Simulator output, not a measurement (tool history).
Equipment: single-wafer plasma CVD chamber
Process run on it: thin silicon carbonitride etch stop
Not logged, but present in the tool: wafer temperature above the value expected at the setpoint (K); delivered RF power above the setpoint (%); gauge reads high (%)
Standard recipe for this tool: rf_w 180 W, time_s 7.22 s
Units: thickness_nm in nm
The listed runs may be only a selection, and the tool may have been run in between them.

run,day,rf_w,time_s,wafers since the last listed run,hours since the last thermocouple change,hours since the last RF generator calibration,hours since the showerhead was replaced,hours since the gauge calibration,"read-back reference wafer on the same gauge, thickness_nm",thickness_nm
1,0,180,8.03,0,1581.6,1537.6,3771.9,192.4,4.023,4.324
# day 0.196: gauge calibrated
2,0.962,180,8.03,586,1604.7,1560.7,3795,18.4,3.995,4.285
3,1.683,205,7.22,439,1622,1578,3812.3,35.7,3.996,4.002
4,1.983,205,7.22,182,1629.2,1585.2,3819.5,42.9,3.999,4.002
5,2.529,155,7.22,332,1642.3,1598.3,3832.6,56,3.998,3.711
6,3.154,155,7.22,380,1657.3,1613.3,3847.6,71,4.001,3.707
7,3.421,155,7.22,162,1663.7,1619.7,3854,77.4,4,3.706
# day 4.229: RF generator calibrated
8,4.25,170,7.22,301,1683.6,0.5,3873.9,97.3,4.004,3.812
9,4.504,170,7.22,154,1689.7,6.6,3880,103.4,4.004,3.82
10,5.242,195,8.39,449,1707.4,24.3,3897.7,121.1,4.009,4.597
11,5.512,160,8.19,164,1713.9,30.8,3904.2,127.6,4.008,4.244
# day 5.992: thermocouple changed; heater temperature recalibrated
12,6.146,165,6.1,182,3.7,46,3919.4,142.8,4.013,3.192
# day 7.154: gauge calibrated
# day 7.892: showerhead replaced
13,7.912,180,7.22,872,46.1,88.4,0.5,18.2,3.995,3.869
14,8.238,180,6.56,197,53.9,96.2,8.3,26,3.994,3.502
15,8.554,180,7.22,192,61.5,103.8,15.9,33.6,3.993,3.868
16,8.846,155,7.22,177,68.5,110.8,22.9,40.6,3.996,3.709
17,9.492,180,6.75,393,84,126.3,38.4,56.1,3.994,3.61
18,10.225,150,6.12,446,101.6,143.9,56,73.7,3.999,3.115

Here are 3 independent what-if runs from the current tool condition. What would each one return?
A,10.242,165,7.22,10,102,144.3,56.4,74.1,?,?
B,10.242,180,6.13,10,102,144.3,56.4,74.1,?,?
C,10.242,155,7.75,10,102,144.3,56.4,74.1,?,?

run,"read-back reference wafer on the same gauge, thickness_nm",thickness_nm
A,3.996,3.756
B,3.996,3.266
C,3.996,3.964
Take away the tool's hidden state, keep each run's random variation, and the runs would have read:
run,thickness_nm
A,3.748
B,3.26
C,3.955

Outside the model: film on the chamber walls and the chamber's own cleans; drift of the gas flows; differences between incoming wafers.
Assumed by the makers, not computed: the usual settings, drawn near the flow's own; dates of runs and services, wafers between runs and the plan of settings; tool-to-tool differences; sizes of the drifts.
